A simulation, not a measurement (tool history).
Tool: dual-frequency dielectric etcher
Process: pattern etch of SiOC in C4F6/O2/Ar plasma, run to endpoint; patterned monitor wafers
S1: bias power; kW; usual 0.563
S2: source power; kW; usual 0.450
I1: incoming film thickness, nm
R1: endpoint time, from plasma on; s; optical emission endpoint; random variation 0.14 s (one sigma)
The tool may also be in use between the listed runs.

| run | hour | S1 | S2 | I1 | R1 |
|---|---|---|---|---|---|
| 1 | 0.0 | 0.471 | 0.450 | 49.01 | 17.3 |
| 2 | 44.8 | 0.471 | 0.450 | 48.88 | 17.1 |
| 3 | 137.6 | 0.471 | 0.450 | 49.00 | 17.6 |
| 4 | 199.3 | 0.563 | 0.450 | 49.07 | 16.9 |
| 5 | 284.5 | 0.563 | 0.450 | 49.17 | 17.1 |
|  | 324.4 | wet clean of the chamber |
| 6 | 346.9 | 0.563 | 0.450 | 48.77 | 14.9 |
| 7 | 441.5 | 0.563 | 0.370 | 48.88 | 16.6 |
| 8 | 478.1 | 0.563 | 0.370 | 49.27 | 16.6 |
| 9 | 519.1 | 0.563 | 0.370 | 48.54 | 16.3 |
| 10 | 571.2 | 0.563 | 0.450 | 49.41 | 15.5 |
| 11 | 636.0 | 0.563 | 0.450 | 48.80 | 15.5 |
| 12 | 733.9 | 0.563 | 0.450 | 48.78 | 15.5 |
| 13 | 826.3 | 0.458 | 0.490 | 48.79 | 15.8 |
| 14 | 909.7 | 0.458 | 0.490 | 49.57 | 16.3 |
| 15 | 982.8 | 0.563 | 0.450 | 49.22 | 16.1 |
|  | 1005.3 | source power generator calibrated |
|  | 1028.2 | wet clean of the chamber, repeated, since the last time left the tool worse |
| 16 | 1068.8 | 0.563 | 0.450 | 48.52 | 16.3 |
| 17 | 1300.3 | 0.563 | 0.450 | 48.77 | 16.4 |
| 18 | 1341.9 | 0.563 | 0.450 | 49.06 | 16.6 |
| 19 | 1421.6 | 0.423 | 0.350 | 48.55 | 19.6 |
|  | 1464.8 | bias power generator calibrated |
| 20 | 1519.1 | 0.563 | 0.450 | 48.69 | 16.5 |
| 21 | 1589.1 | 0.442 | 0.560 | 48.77 | 16.4 |
|  | 1644.9 | wet clean of the chamber |
| 22 | 1645.4 | 0.563 | 0.450 | 49.11 | 16.3 |
| 23 | 1682.0 | 0.505 | 0.520 | 49.32 | 16.0 |
| 24 | 1775.3 | 0.515 | 0.540 | 48.83 | 15.5 |
| 25 | 1820.6 | 0.470 | 0.370 | 48.96 | 18.4 |
| 26 | 1870.0 | 0.629 | 0.420 | 49.60 | 16.4 |
| 27 | 2050.3 | 0.563 | 0.480 | 48.53 | 16.0 |
|  | 2105.5 | upper electrode replaced |
| 28 | 2106.4 | 0.701 | 0.450 | 48.23 | 15.4 |
| 29 | 2197.2 | 0.615 | 0.380 | 48.22 | 17.3 |
| 30 | 2251.5 | 0.614 | 0.420 | 48.68 | 16.7 |
|  | 2277.0 | wet clean of the chamber |
| 31 | 2304.7 | 0.622 | 0.510 | 49.49 | 15.6 |
| 32 | 2400.2 | 0.696 | 0.350 | 49.01 | 17.2 |
| 33 | 2453.5 | 0.461 | 0.530 | 48.71 | 16.0 |
| 34 | 2559.1 | 0.443 | 0.450 | 48.67 | 17.5 |
| 35 | 2637.3 | 0.675 | 0.400 | 49.00 | 16.6 |
| 36 | 2712.4 | 0.563 | 0.390 | 48.30 | 17.3 |

Hidden state, per run?
bias power that arrives over what is set, %: 0 across all the runs
source power that arrives over what is set, %: 0 across all the runs
H1: etch rate over this chamber's usual, %
| run | H1 |
|---|---|
| 1 | -1.99 |
| 2 | -2.24 |
| 3 | -2.75 |
| 4 | -3.09 |
| 5 | -3.57 |
| 6 | 6.82 |
| 7 | 6.3 |
| 8 | 6.09 |
| 9 | 5.87 |
| 10 | 5.58 |
| 11 | 5.22 |
| 12 | 4.68 |
| 13 | 4.16 |
| 14 | 3.7 |
| 15 | 3.3 |
| 16 | -0.445 |
| 17 | -1.73 |
| 18 | -1.96 |
| 19 | -2.4 |
| 20 | -2.94 |
| 21 | -3.33 |
| 22 | 0.657 |
| 23 | 0.454 |
| 24 | -0.0624 |
| 25 | -0.313 |
| 26 | -0.587 |
| 27 | -1.58 |
| 28 | -1.9 |
| 29 | -2.4 |
| 30 | -2.7 |
| 31 | -0.175 |
| 32 | -0.704 |
| 33 | -0.999 |
| 34 | -1.58 |
| 35 | -2.02 |
| 36 | -2.43 |
